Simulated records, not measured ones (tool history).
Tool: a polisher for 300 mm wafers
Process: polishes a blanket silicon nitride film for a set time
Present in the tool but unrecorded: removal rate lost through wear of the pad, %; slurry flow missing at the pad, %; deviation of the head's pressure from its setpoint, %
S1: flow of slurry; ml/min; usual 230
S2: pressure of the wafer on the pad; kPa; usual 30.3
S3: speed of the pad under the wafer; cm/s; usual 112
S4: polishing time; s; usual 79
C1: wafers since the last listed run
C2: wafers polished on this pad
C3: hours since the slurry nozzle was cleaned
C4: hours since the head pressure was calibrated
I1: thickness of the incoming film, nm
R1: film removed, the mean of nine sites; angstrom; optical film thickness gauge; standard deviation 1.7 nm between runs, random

{"run": 1, "hour": 0.0, "S1": 230, "S2": 30.3, "S3": 112, "S4": 79, "C1": 0, "C2": 2272, "C3": 36.4, "C4": 873.4, "I1": 600.5, "R1": 1635}
{"hour": 10.8, "done": "worn pad replaced by a new one"}
{"hour": 34.0, "done": "head pressure recalibrated"}
{"run": 2, "hour": 72.3, "S1": 230, "S2": 30.3, "S3": 112, "S4": 79, "C1": 400, "C2": 359, "C3": 108.7, "C4": 38.3, "I1": 613.7, "R1": 1658}
{"run": 3, "hour": 168.7, "S1": 230, "S2": 30.3, "S3": 112, "S4": 79, "C1": 582, "C2": 942, "C3": 205.1, "C4": 134.7, "I1": 604.3, "R1": 1651}
{"run": 4, "hour": 249.1, "S1": 230, "S2": 30.3, "S3": 112, "S4": 79, "C1": 485, "C2": 1427, "C3": 285.5, "C4": 215.1, "I1": 603.9, "R1": 1648}
{"hour": 296.0, "done": "slurry nozzle cleaned"}
{"run": 5, "hour": 311.0, "S1": 230, "S2": 30.3, "S3": 112, "S4": 79, "C1": 368, "C2": 1795, "C3": 15.0, "C4": 277.0, "I1": 603.5, "R1": 1651}
{"run": 6, "hour": 372.8, "S1": 230, "S2": 30.3, "S3": 112, "S4": 79, "C1": 373, "C2": 2169, "C3": 76.8, "C4": 338.8, "I1": 605.8, "R1": 1684}
{"hour": 440.7, "done": "worn pad replaced by a new one"}
{"run": 7, "hour": 441.2, "S1": 230, "S2": 30.3, "S3": 112, "S4": 79, "C1": 389, "C2": 3, "C3": 145.2, "C4": 407.2, "I1": 610.6, "R1": 1666}
{"run": 8, "hour": 547.6, "S1": 230, "S2": 30.3, "S3": 112, "S4": 79, "C1": 642, "C2": 646, "C3": 251.6, "C4": 513.6, "I1": 613.9, "R1": 1652}
{"run": 9, "hour": 596.7, "S1": 230, "S2": 30.3, "S3": 112, "S4": 79, "C1": 296, "C2": 942, "C3": 300.7, "C4": 562.7, "I1": 610.1, "R1": 1677}
{"hour": 658.7, "done": "slurry nozzle cleaned"}
{"run": 10, "hour": 675.3, "S1": 230, "S2": 30.3, "S3": 92, "S4": 79, "C1": 468, "C2": 1411, "C3": 16.6, "C4": 641.3, "I1": 597.4, "R1": 1420}
{"run": 11, "hour": 717.6, "S1": 230, "S2": 30.3, "S3": 112, "S4": 79, "C1": 255, "C2": 1667, "C3": 58.9, "C4": 683.6, "I1": 602.2, "R1": 1647}
{"run": 12, "hour": 802.3, "S1": 230, "S2": 30.3, "S3": 112, "S4": 79, "C1": 511, "C2": 2179, "C3": 143.6, "C4": 768.3, "I1": 612.6, "R1": 1640}
{"hour": 850.1, "done": "head pressure recalibrated"}
{"run": 13, "hour": 859.0, "S1": 175, "S2": 21.4, "S3": 98, "S4": 100, "C1": 330, "C2": 2509, "C3": 200.3, "C4": 8.9, "I1": 617.3, "R1": 1350}
{"hour": 868.0, "done": "worn pad replaced by a new one"}
{"run": 14, "hour": 904.6, "S1": 300, "S2": 30.3, "S3": 112, "S4": 106, "C1": 251, "C2": 220, "C3": 245.9, "C4": 54.5, "I1": 608.8, "R1": 2300}
{"run": 15, "hour": 995.3, "S1": 230, "S2": 20.7, "S3": 112, "S4": 52, "C1": 548, "C2": 769, "C3": 336.6, "C4": 145.2, "I1": 618.3, "R1": 782}
{"hour": 1030.0, "done": "slurry nozzle cleaned"}
{"run": 16, "hour": 1063.5, "S1": 230, "S2": 23.4, "S3": 112, "S4": 87, "C1": 406, "C2": 1175, "C3": 33.5, "C4": 213.4, "I1": 597.5, "R1": 1476}
{"run": 17, "hour": 1166.7, "S1": 190, "S2": 30.3, "S3": 100, "S4": 101, "C1": 623, "C2": 1798, "C3": 136.7, "C4": 316.6, "I1": 611.7, "R1": 1866}
{"hour": 1226.8, "done": "worn pad replaced by a new one"}
{"run": 18, "hour": 1257.4, "S1": 230, "S2": 30.3, "S3": 112, "S4": 79, "C1": 523, "C2": 184, "C3": 227.4, "C4": 407.3, "I1": 605.2, "R1": 1672}
{"run": 19, "hour": 1423.7, "S1": 290, "S2": 30.3, "S3": 144, "S4": 79, "C1": 1004, "C2": 1189, "C3": 393.7, "C4": 573.6, "I1": 606.0, "R1": 2084}
{"hour": 1476.7, "done": "slurry nozzle cleaned"}
{"run": 20, "hour": 1495.2, "S1": 230, "S2": 30.3, "S3": 112, "S4": 79, "C1": 426, "C2": 1615, "C3": 18.5, "C4": 645.1, "I1": 609.9, "R1": 1652}
{"run": 21, "hour": 1535.1, "S1": 230, "S2": 30.3, "S3": 98, "S4": 79, "C1": 241, "C2": 1856, "C3": 58.4, "C4": 685.0, "I1": 605.3, "R1": 1457}
{"hour": 1585.6, "done": "worn pad replaced by a new one"}
{"run": 22, "hour": 1702.3, "S1": 230, "S2": 22.8, "S3": 142, "S4": 107, "C1": 986, "C2": 705, "C3": 225.6, "C4": 852.2, "I1": 608.6, "R1": 2156}
{"run": 23, "hour": 1800.8, "S1": 230, "S2": 30.3, "S3": 112, "S4": 79, "C1": 595, "C2": 1300, "C3": 324.1, "C4": 950.7, "I1": 622.8, "R1": 1651}
{"hour": 1811.4, "done": "head pressure recalibrated"}
{"run": 24, "hour": 1844.8, "S1": 230, "S2": 30.3, "S3": 112, "S4": 59, "C1": 253, "C2": 1554, "C3": 368.1, "C4": 33.4, "I1": 608.6, "R1": 1237}
{"hour": 1881.5, "done": "slurry nozzle cleaned"}
{"run": 25, "hour": 1941.9, "S1": 230, "S2": 30.3, "S3": 126, "S4": 79, "C1": 580, "C2": 2134, "C3": 60.4, "C4": 130.5, "I1": 615.2, "R1": 1827}

3 ways to go on from here, each from the tool as it stands after run 25. What would each give?
{"run": "A", "hour": 1942.4, "S1": 230, "S2": 30.3, "S3": 112, "S4": 79, "C1": 3, "C2": 2137, "C3": 60.9, "C4": 131.0, "I1": 612.7, "R1": "?"}
{"run": "B", "hour": 1942.4, "S1": 230, "S2": 22.8, "S3": 74, "S4": 71, "C1": 3, "C2": 2137, "C3": 60.9, "C4": 131.0, "I1": 612.7, "R1": "?"}
{"run": "C", "hour": 1942.4, "S1": 230, "S2": 30.3, "S3": 152, "S4": 90, "C1": 3, "C2": 2137, "C3": 60.9, "C4": 131.0, "I1": 612.7, "R1": "?"}

run=A R1=1620
run=B R1=825
run=C R1=2357
Take away the tool's hidden state, keep each run's random variation, and the runs would have read:
run=A R1=1620
run=B R1=825
run=C R1=2357
